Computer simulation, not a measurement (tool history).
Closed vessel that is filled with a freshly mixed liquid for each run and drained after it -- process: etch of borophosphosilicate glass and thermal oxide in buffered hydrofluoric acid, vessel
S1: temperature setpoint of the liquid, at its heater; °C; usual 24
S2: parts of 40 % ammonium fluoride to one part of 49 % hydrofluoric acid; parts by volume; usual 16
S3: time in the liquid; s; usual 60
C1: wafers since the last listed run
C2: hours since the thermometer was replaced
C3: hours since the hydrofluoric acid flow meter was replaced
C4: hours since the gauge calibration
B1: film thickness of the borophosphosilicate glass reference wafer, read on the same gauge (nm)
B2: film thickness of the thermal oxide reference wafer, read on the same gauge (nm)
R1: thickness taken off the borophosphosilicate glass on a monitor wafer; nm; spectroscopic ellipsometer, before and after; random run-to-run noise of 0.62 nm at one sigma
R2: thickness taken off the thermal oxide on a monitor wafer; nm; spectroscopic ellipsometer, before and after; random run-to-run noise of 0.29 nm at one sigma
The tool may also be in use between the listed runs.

run	hour	S1	S2	S3	C1	C2	C3	C4	B1	B2	R1	R2
1	0	24	16	60	0	34.2	800	1139.1	80	120.01	83.7	40.67
2	24	24	16	60	2956	58.2	824	1163.1	80.02	119.98	84.07	40.9
3	52.2	24	16	60	3473	86.4	852.2	1191.3	80.01	120	83.55	40.84
# hour 57.4: hydrofluoric acid flow meter replaced
# hour 67.3: gauge calibrated
4	75.7	24	16	60	2771	109.9	18.3	8.4	80.01	120.03	91.4	44.18
5	100.4	27.5	16	75	3042	134.6	43	33.1	80.02	120.01	136.5	66.99
6	115.2	22.5	16	60	1823	149.4	57.8	47.9	80	120.03	82.78	40.59
7	137.1	29	16	60	2697	171.3	79.7	69.8	80.01	119.97	116.34	57.98
8	157.1	27	13.5	50	2463	191.3	99.7	89.8	79.99	120	103.83	50.43
9	223	24	16	60	8117	257.2	165.6	155.7	79.99	120.03	89.68	44.12
10	251.9	24	16	60	3559	286.1	194.5	184.6	79.98	120.02	89.1	43.43
11	267.7	24	16	60	1946	301.9	210.3	200.4	80	120.06	90.29	43.72
12	292.7	21.5	16	60	3079	326.9	235.3	225.4	80	119.96	77.6	37.74
13	308.9	24	22	95	1995	343.1	251.5	241.6	80	119.97	107.32	51.45
14	333.7	24	11.5	70	3054	367.9	276.3	266.4	79.98	120.06	142.6	69.57
15	348.1	29	16	30	1773	382.3	290.7	280.8	80.01	119.96	57.27	28.66
16	377.1	26.5	21.5	35	3572	411.3	319.7	309.8	80.01	119.99	45.59	22.06
17	391.3	24	12	60	1749	425.5	333.9	324	80	120.01	116.56	57.01
18	446.1	22.5	10	30	6750	480.3	388.7	378.8	80	119.96	64.51	30.97
19	468.8	24	16	70	2796	503	411.4	401.5	80	120.02	101.09	50.13
20	489	22.5	16	75	2488	523.2	431.6	421.7	79.98	120.06	101.05	49.12

Run 21 has not been measured yet. What should we expect?
21	510.4	24	19	60	2636	544.6	453	443.1	?	?	?	?

Run 21 gave B1 80.01, B2 120.03, R1 73.89 nm, R2 35.96 nm.
With the hidden condition absent and the run-to-run variation left alone, this run would have shown R1 77.03 nm, R2 37.48 nm.
